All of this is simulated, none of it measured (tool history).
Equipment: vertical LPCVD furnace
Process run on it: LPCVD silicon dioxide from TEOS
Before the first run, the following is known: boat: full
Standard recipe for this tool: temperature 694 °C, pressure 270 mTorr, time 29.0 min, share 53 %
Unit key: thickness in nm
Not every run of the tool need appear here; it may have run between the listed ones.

| run | day | temperature | pressure | time | share | read-back reference wafer on the same gauge, thickness | thickness |
|---|---|---|---|---|---|---|---|
| 1 | 0.000 | 694 | 270 | 29.0 | 57 | 186.91 | 181.74 |
| 2 | 2.771 | 694 | 270 | 29.0 | 53 | 187.05 | 175.95 |
| 3 | 5.125 | 694 | 270 | 29.0 | 53 | 187.02 | 175.18 |
| 4 | 7.325 | 694 | 270 | 29.0 | 53 | 186.97 | 175.57 |
| 5 | 11.379 | 694 | 315 | 29.0 | 53 | 187.02 | 189.26 |
| 6 | 15.821 | 694 | 270 | 29.0 | 53 | 186.99 | 176.49 |
|  | 17.729 | TEOS flow controller replaced |
| 7 | 18.275 | 694 | 270 | 29.0 | 53 | 186.98 | 176.60 |
| 8 | 20.017 | 694 | 270 | 29.0 | 53 | 186.94 | 176.68 |
| 9 | 23.738 | 694 | 270 | 29.0 | 53 | 186.91 | 177.36 |
|  | 27.962 | gauge calibrated |
| 10 | 28.171 | 690 | 300 | 29.0 | 60 | 186.93 | 181.00 |
|  | 29.408 | thermocouples replaced and temperature profile calibrated |
| 11 | 30.333 | 694 | 215 | 26.0 | 53 | 187.11 | 131.89 |
| 12 | 32.583 | 699 | 290 | 33.5 | 44 | 187.02 | 201.55 |
| 13 | 35.000 | 694 | 270 | 29.0 | 53 | 187.12 | 164.37 |
| 14 | 38.333 | 683 | 335 | 29.0 | 60 | 186.94 | 149.36 |
|  | 40.450 | pressure gauge zeroed |
| 15 | 42.183 | 702 | 270 | 40.5 | 53 | 187.03 | 270.59 |
| 16 | 46.204 | 698 | 270 | 29.0 | 62 | 187.01 | 191.32 |
| 17 | 48.171 | 705 | 270 | 21.5 | 62 | 187.08 | 167.60 |
| 18 | 49.700 | 694 | 270 | 38.0 | 53 | 187.05 | 211.98 |
| 19 | 53.704 | 694 | 270 | 29.0 | 53 | 186.94 | 162.21 |

Each row is a separate what-if for the run after 19, all from the same tool condition, not one after another. Results?
| A | 53.875 | 694 | 270 | 29.0 | 53 | ? | ? |
| B | 53.875 | 699 | 210 | 29.0 | 56 | ? | ? |
| C | 53.875 | 694 | 305 | 34.0 | 53 | ? | ? |
| D | 53.875 | 694 | 310 | 29.0 | 53 | ? | ? |

| run | read-back reference wafer on the same gauge, thickness | thickness |
|---|---|---|
| A | 186.87 | 162.71 |
| B | 186.87 | 166.09 |
| C | 186.87 | 202.61 |
| D | 186.87 | 174.21 |
Without the tool's unlogged condition, the same runs would have read:
| run | thickness |
|---|---|
| A | 159.95 |
| B | 163.02 |
| C | 199.31 |
| D | 171.39 |
